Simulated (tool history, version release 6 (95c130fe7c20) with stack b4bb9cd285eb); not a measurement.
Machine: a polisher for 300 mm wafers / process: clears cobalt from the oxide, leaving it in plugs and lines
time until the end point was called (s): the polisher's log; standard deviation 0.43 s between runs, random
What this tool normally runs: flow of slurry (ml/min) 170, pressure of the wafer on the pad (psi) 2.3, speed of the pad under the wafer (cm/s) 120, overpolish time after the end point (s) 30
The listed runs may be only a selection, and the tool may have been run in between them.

run   hour  flow of slurry (ml/min)  pressure of the wafer on the pad (psi)  speed of the pad under the wafer (cm/s)  overpolish time after the end point (s)  wafers since the last listed run  wafers polished on this pad  hours since the slurry nozzle was cleaned  hours since the head pressure was calibrated  incoming thickness of the incoming film, nm  time until the end point was called (s)
  1      0                      170                                     2.3                                      150                                       30                                 0                          350                                      254.5                                           290                                        186.5                                     19.7
  2   21.1                      170                                     2.3                                      150                                       30                               197                          547                                      275.6                                         311.1                                          193                                     20.6
  3   47.2                      170                                     2.3                                      150                                       30                               244                          791                                      301.7                                         337.2                                        193.2                                     19.8
  4   67.5                      170                                     2.3                                      120                                       30                               189                          981                                        322                                         357.5                                        189.7                                     24.5
     147.8  -- worn pad replaced by a new one
  5  160.9                      170                                     2.3                                      120                                       30                               836                          122                                      415.4                                         450.9                                        188.1                                     24.1
  6  178.6                      170                                     2.3                                      120                                       30                               165                          288                                      433.1                                         468.6                                        190.2                                     24.2
  7  195.5                      185                                     2.3                                      104                                       30                               158                          446                                        450                                         485.5                                        189.9                                     27.9
  8  218.8                      185                                     2.3                                      104                                       30                               217                          664                                      473.3                                         508.8                                        187.3                                     28.7
  9  245.9                      185                                     2.3                                      104                                       30                               253                          917                                      500.4                                         535.9                                          190                                     28.5
 10  267.9                      170                                     2.3                                      120                                       30                               205                         1123                                      522.4                                         557.9                                          191                                     24.5
 11  282.4                      170                                     2.3                                      120                                       30                               135                         1259                                      536.9                                         572.4                                        190.2                                     25.2
 12    307                      170                                     2.3                                      132                                       30                               230                         1489                                      561.5                                           597                                        191.3                                       23
     329.4  -- worn pad replaced by a new one
 13  329.9                      170                                     2.3                                      132                                       30                               176                            4                                      584.4                                         619.9                                        191.2                                     22.8
 14  358.5                      170                                     2.3                                      132                                       30                               267                          272                                        613                                         648.5                                        190.4                                     22.9
 15  393.9                      170                                     2.3                                       90                                       30                               331                          603                                      648.4                                         683.9                                        192.2                                       33
 16  424.3                      170                                     2.1                                      152                                       15                               284                          887                                      678.8                                         714.3                                          192                                     21.9
     506.7  -- worn pad replaced by a new one
 17    529                      170                                     2.3                                      120                                       30                               941                          208                                      783.5                                           819                                        188.4                                     24.1
     548.7  -- slurry nozzle cleaned
 18  558.8                      170                                     2.3                                      120                                       30                               269                          477                                       10.1                                         848.8                                        190.4                                       23
 19  586.1                      205                                     2.9                                      120                                       14                               255                          732                                       37.4                                         876.1                                        191.5                                     17.9
 20  599.3                      170                                     2.6                                       88                                       24                               123                          856                                       50.6                                         889.3                                        189.9                                     26.8
 21  629.5                      170                                     2.3                                      120                                       30                               282                         1138                                       80.8                                         919.5                                        190.6                                       23
 22  654.2                      170                                     2.3                                      120                                       30                               230                         1369                                      105.5                                         944.2                                        191.2                                     22.2
     671.9  -- worn pad replaced by a new one
 23  688.7                      215                                     1.5                                      102                                       30                               285                          157                                        140                                         978.7                                        193.8                                     39.9
     693.6  -- head pressure recalibrated
 24  715.1                      205                                     2.3                                      120                                       30                               228                          385                                      166.4                                          21.5                                        191.2                                     24.9

For run 25, what comes out?
 25  747.1                      170                                       2                                      120                                       12                               299                          684                                      198.4                                          53.5                                        190.9                                        ?

time until the end point was called (s): 28.8
Minus the tool's unlogged condition, the same run would have read time until the end point was called (s) 28.

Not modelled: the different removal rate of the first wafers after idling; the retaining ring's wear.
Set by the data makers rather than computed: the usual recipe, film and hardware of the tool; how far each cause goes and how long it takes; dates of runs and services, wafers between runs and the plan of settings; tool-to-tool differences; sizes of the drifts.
